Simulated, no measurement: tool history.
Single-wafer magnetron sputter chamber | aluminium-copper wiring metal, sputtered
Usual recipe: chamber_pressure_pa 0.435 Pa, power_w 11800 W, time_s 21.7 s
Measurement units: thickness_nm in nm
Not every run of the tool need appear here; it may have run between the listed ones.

run	hour	chamber_pressure_pa	power_w	time_s	read-back reference wafer on the same gauge, thickness_nm	thickness_nm
1	0.0	0.435	11800	21.7	363.950	377.464
2	15.5	0.435	11800	21.7	364.252	377.934
3	32.7	0.435	11800	21.7	363.788	378.327
4	46.5	0.435	11800	21.7	363.980	373.257
5	80.2	0.435	11800	20.5	363.953	351.793
6	100.3	0.435	11800	20.5	364.193	351.432
7	128.4	0.435	11800	20.5	363.980	349.331
8	160.3	0.435	11800	21.7	363.656	362.962
9	195.4	0.435	11800	21.7	364.360	357.446
10	214.2	0.435	11800	21.7	364.140	355.215
# hour 235.0: sputter target and shields replaced
11	236.4	0.435	11800	21.7	363.771	336.417
# hour 260.0: gauge calibrated
12	264.9	0.435	11800	20.2	363.796	310.365
# hour 291.8: capacitance manometer re-zeroed and calibrated
13	292.3	0.435	11800	20.2	363.873	310.049
14	324.1	0.435	11800	20.2	363.665	308.164
15	344.9	0.435	11800	20.5	364.009	312.452
16	369.4	0.435	11800	21.7	364.189	323.268
17	397.3	0.333	9800	19.7	364.134	256.541
# hour 413.3: sputter target and shields replaced, repeated, since the last time left the tool worse
18	432.5	0.273	9350	23.2	363.625	347.112
19	461.0	0.435	13750	18.6	363.724	378.329
# hour 470.9: magnet pack replaced
20	475.4	0.435	11800	21.7	363.881	378.743
21	503.4	0.530	11800	21.7	364.301	362.587
22	524.3	0.435	13100	23.9	363.754	459.947
23	546.2	0.435	11800	23.8	364.110	410.715
24	564.2	0.435	11800	21.7	364.169	372.602
25	590.3	0.334	9750	21.7	363.980	313.872
# hour 624.1: sputter target and shields replaced
26	624.6	0.358	13300	18.7	363.875	379.515
27	652.2	0.279	10050	19.4	364.373	311.152
28	676.0	0.509	11800	21.7	363.716	361.949
29	691.4	0.289	13550	24.8	363.916	526.949
30	703.4	0.283	13200	17.5	363.932	361.226
31	732.0	0.261	12900	18.3	363.668	370.028
32	747.7	0.562	9800	19.1	363.986	259.334
# hour 782.3: gauge calibrated
33	783.7	0.351	10700	18.2	364.019	290.941
34	816.2	0.336	11800	21.7	364.054	379.522

Branching from run 34: 4 alternative next runs. What would each branch give?
A	816.6	0.435	11800	21.7	?	?
B	816.6	0.327	12800	17.4	?	?
C	816.6	0.274	13350	22.8	?	?
D	816.6	0.497	11800	21.7	?	?

run	read-back reference wafer on the same gauge, thickness_nm	thickness_nm
A	363.872	359.412
B	363.872	327.950
C	363.872	458.998
D	363.872	349.805
With the hidden condition removed and each run's random variation left untouched, the same runs would have given:
run	thickness_nm
A	378.012
B	344.922
C	482.752
D	367.908
